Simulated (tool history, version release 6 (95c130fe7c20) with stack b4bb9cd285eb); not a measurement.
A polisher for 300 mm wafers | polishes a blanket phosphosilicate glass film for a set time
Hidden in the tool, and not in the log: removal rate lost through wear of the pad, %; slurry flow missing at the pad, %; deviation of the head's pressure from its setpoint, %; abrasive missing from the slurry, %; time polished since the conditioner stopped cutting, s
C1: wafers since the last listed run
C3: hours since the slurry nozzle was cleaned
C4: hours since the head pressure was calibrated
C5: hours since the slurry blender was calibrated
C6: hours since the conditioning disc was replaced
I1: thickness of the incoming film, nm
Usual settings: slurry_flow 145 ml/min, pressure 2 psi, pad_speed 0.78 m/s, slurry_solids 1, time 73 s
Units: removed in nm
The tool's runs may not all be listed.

{"run": 1, "day": 0.0, "slurry_flow": 145, "pressure": 2, "pad_speed": 0.78, "slurry_solids": 1, "time": 73, "C1": 0, "wafers polished on this pad": 606, "C3": 756.6, "C4": 477.1, "C5": 22.3, "C6": 269.1, "I1": 2593.4, "removed": 300.2}
{"run": 2, "day": 1.254, "slurry_flow": 145, "pressure": 1.8, "pad_speed": 0.78, "slurry_solids": 1, "time": 73, "C1": 228, "wafers polished on this pad": 834, "C3": 786.7, "C4": 507.2, "C5": 52.4, "C6": 299.2, "I1": 2653.8, "removed": 272.4}
{"run": 3, "day": 2.492, "slurry_flow": 145, "pressure": 2, "pad_speed": 0.78, "slurry_solids": 1, "time": 73, "C1": 225, "wafers polished on this pad": 1060, "C3": 816.4, "C4": 536.9, "C5": 82.1, "C6": 328.9, "I1": 2644.6, "removed": 290.7}
{"day": 3.146, "done": "conditioning disc replaced and pad reconditioned"}
{"run": 4, "day": 3.167, "slurry_flow": 145, "pressure": 2, "pad_speed": 0.78, "slurry_solids": 1, "time": 73, "C1": 107, "wafers polished on this pad": 1167, "C3": 832.6, "C4": 553.1, "C5": 98.3, "C6": 0.5, "I1": 2593.7, "removed": 293}
{"day": 3.475, "done": "head pressure recalibrated"}
{"day": 3.479, "done": "worn pad replaced by a new one"}
{"run": 5, "day": 3.646, "slurry_flow": 145, "pressure": 2, "pad_speed": 0.78, "slurry_solids": 1, "time": 73, "C1": 71, "wafers polished on this pad": 30, "C3": 844.1, "C4": 4.1, "C5": 109.8, "C6": 12, "I1": 2607.6, "removed": 303.3}
{"run": 6, "day": 4.471, "slurry_flow": 145, "pressure": 2, "pad_speed": 0.78, "slurry_solids": 1, "time": 73, "C1": 150, "wafers polished on this pad": 180, "C3": 863.9, "C4": 23.9, "C5": 129.6, "C6": 31.8, "I1": 2587.4, "removed": 299.9}
{"day": 4.717, "done": "slurry nozzle cleaned"}
{"run": 7, "day": 5.217, "slurry_flow": 145, "pressure": 2, "pad_speed": 1, "slurry_solids": 1, "time": 73, "C1": 128, "wafers polished on this pad": 308, "C3": 12, "C4": 41.8, "C5": 147.5, "C6": 49.7, "I1": 2585, "removed": 371.2}
{"run": 8, "day": 6.204, "slurry_flow": 145, "pressure": 2, "pad_speed": 0.78, "slurry_solids": 1, "time": 73, "C1": 179, "wafers polished on this pad": 488, "C3": 35.7, "C4": 65.5, "C5": 171.2, "C6": 73.4, "I1": 2577.2, "removed": 292.4}
{"run": 9, "day": 6.725, "slurry_flow": 145, "pressure": 2, "pad_speed": 0.78, "slurry_solids": 1, "time": 73, "C1": 94, "wafers polished on this pad": 582, "C3": 48.2, "C4": 78, "C5": 183.7, "C6": 85.9, "I1": 2578.2, "removed": 293.5}
{"run": 10, "day": 7.333, "slurry_flow": 145, "pressure": 2, "pad_speed": 0.78, "slurry_solids": 1.15, "time": 73, "C1": 110, "wafers polished on this pad": 693, "C3": 62.8, "C4": 92.6, "C5": 198.3, "C6": 100.5, "I1": 2626.6, "removed": 310.6}
{"run": 11, "day": 8.267, "slurry_flow": 145, "pressure": 2.4, "pad_speed": 0.78, "slurry_solids": 1.2, "time": 99, "C1": 169, "wafers polished on this pad": 863, "C3": 85.2, "C4": 115, "C5": 220.7, "C6": 122.9, "I1": 2618.3, "removed": 499.8}
{"run": 12, "day": 9.467, "slurry_flow": 145, "pressure": 2, "pad_speed": 1.04, "slurry_solids": 0.75, "time": 73, "C1": 218, "wafers polished on this pad": 1081, "C3": 114, "C4": 143.8, "C5": 249.5, "C6": 151.7, "I1": 2583.3, "removed": 309.3}
{"day": 9.95, "done": "worn pad replaced by a new one"}
{"run": 13, "day": 10.508, "slurry_flow": 180, "pressure": 2.6, "pad_speed": 0.6, "slurry_solids": 1.1, "time": 73, "C1": 159, "wafers polished on this pad": 101, "C3": 139, "C4": 168.8, "C5": 274.5, "C6": 176.7, "I1": 2660.3, "removed": 313}
{"run": 14, "day": 11.162, "slurry_flow": 145, "pressure": 2, "pad_speed": 0.78, "slurry_solids": 1, "time": 73, "C1": 119, "wafers polished on this pad": 220, "C3": 154.7, "C4": 184.5, "C5": 290.2, "C6": 192.4, "I1": 2619, "removed": 278.4}
{"run": 15, "day": 11.8, "slurry_flow": 145, "pressure": 1.6, "pad_speed": 0.78, "slurry_solids": 1.3, "time": 73, "C1": 116, "wafers polished on this pad": 336, "C3": 170, "C4": 199.8, "C5": 305.5, "C6": 207.7, "I1": 2626.6, "removed": 259.6}
{"run": 16, "day": 12.696, "slurry_flow": 145, "pressure": 2, "pad_speed": 0.78, "slurry_solids": 1, "time": 73, "C1": 163, "wafers polished on this pad": 499, "C3": 191.5, "C4": 221.3, "C5": 327, "C6": 229.2, "I1": 2580.7, "removed": 281.1}
{"day": 13.167, "done": "slurry blender recalibrated"}
{"run": 17, "day": 13.388, "slurry_flow": 105, "pressure": 1.4, "pad_speed": 1, "slurry_solids": 0.9, "time": 73, "C1": 110, "wafers polished on this pad": 610, "C3": 208.1, "C4": 237.9, "C5": 5.3, "C6": 245.8, "I1": 2613.4, "removed": 255.8}
{"run": 18, "day": 14.129, "slurry_flow": 145, "pressure": 2, "pad_speed": 0.66, "slurry_solids": 1, "time": 73, "C1": 134, "wafers polished on this pad": 745, "C3": 225.9, "C4": 255.7, "C5": 23.1, "C6": 263.6, "I1": 2580.8, "removed": 260.9}
{"day": 14.833, "done": "conditioning disc replaced and pad reconditioned"}
{"run": 19, "day": 15.233, "slurry_flow": 145, "pressure": 1.7, "pad_speed": 0.98, "slurry_solids": 1, "time": 73, "C1": 185, "wafers polished on this pad": 931, "C3": 252.4, "C4": 282.2, "C5": 49.6, "C6": 9.6, "I1": 2605.9, "removed": 314.2}
{"day": 15.954, "done": "worn pad replaced by a new one"}
{"run": 20, "day": 15.975, "slurry_flow": 145, "pressure": 1.5, "pad_speed": 0.64, "slurry_solids": 1, "time": 73, "C1": 104, "wafers polished on this pad": 3, "C3": 270.2, "C4": 300, "C5": 67.4, "C6": 27.4, "I1": 2624.9, "removed": 196.1}
{"run": 21, "day": 16.438, "slurry_flow": 145, "pressure": 2.6, "pad_speed": 0.58, "slurry_solids": 1.2, "time": 65, "C1": 84, "wafers polished on this pad": 87, "C3": 281.3, "C4": 311.1, "C5": 78.5, "C6": 38.5, "I1": 2639.6, "removed": 288.1}
{"run": 22, "day": 17.354, "slurry_flow": 145, "pressure": 1.7, "pad_speed": 0.94, "slurry_solids": 0.85, "time": 88, "C1": 166, "wafers polished on this pad": 254, "C3": 303.3, "C4": 333.1, "C5": 100.5, "C6": 60.5, "I1": 2627.6, "removed": 323.4}
{"run": 23, "day": 18.35, "slurry_flow": 110, "pressure": 2, "pad_speed": 0.78, "slurry_solids": 1.1, "time": 73, "C1": 181, "wafers polished on this pad": 435, "C3": 327.2, "C4": 357, "C5": 124.4, "C6": 84.4, "I1": 2602, "removed": 287.1}
{"run": 24, "day": 19.212, "slurry_flow": 145, "pressure": 2, "pad_speed": 0.52, "slurry_solids": 1, "time": 59, "C1": 156, "wafers polished on this pad": 592, "C3": 347.9, "C4": 377.7, "C5": 145.1, "C6": 105.1, "I1": 2591.6, "removed": 167.8}
{"run": 25, "day": 20.417, "slurry_flow": 145, "pressure": 2, "pad_speed": 1.04, "slurry_solids": 0.75, "time": 73, "C1": 219, "wafers polished on this pad": 811, "C3": 376.8, "C4": 406.6, "C5": 174, "C6": 134, "I1": 2573.7, "removed": 305.6}
{"run": 26, "day": 21.338, "slurry_flow": 145, "pressure": 2, "pad_speed": 0.78, "slurry_solids": 1.1, "time": 73, "C1": 167, "wafers polished on this pad": 979, "C3": 398.9, "C4": 428.7, "C5": 196.1, "C6": 156.1, "I1": 2573, "removed": 295.4}

Forecast each of these 3 alternatives for the next run:
{"run": "A", "day": 21.358, "slurry_flow": 145, "pressure": 2, "pad_speed": 0.78, "slurry_solids": 1, "time": 73, "C1": 3, "wafers polished on this pad": 983, "C3": 399.4, "C4": 429.2, "C5": 196.6, "C6": 156.6, "I1": 2627, "removed": "?"}
{"run": "B", "day": 21.358, "slurry_flow": 145, "pressure": 2, "pad_speed": 0.7, "slurry_solids": 1.2, "time": 73, "C1": 3, "wafers polished on this pad": 983, "C3": 399.4, "C4": 429.2, "C5": 196.6, "C6": 156.6, "I1": 2627, "removed": "?"}
{"run": "C", "day": 21.358, "slurry_flow": 95, "pressure": 1.5, "pad_speed": 0.78, "slurry_solids": 1, "time": 73, "C1": 3, "wafers polished on this pad": 983, "C3": 399.4, "C4": 429.2, "C5": 196.6, "C6": 156.6, "I1": 2627, "removed": "?"}

run=A removed=283.8
run=B removed=282.5
run=C removed=210.5
Without the tool's hidden state the same runs would have given:
run=A removed=331.9
run=B removed=327.6
run=C removed=246.1
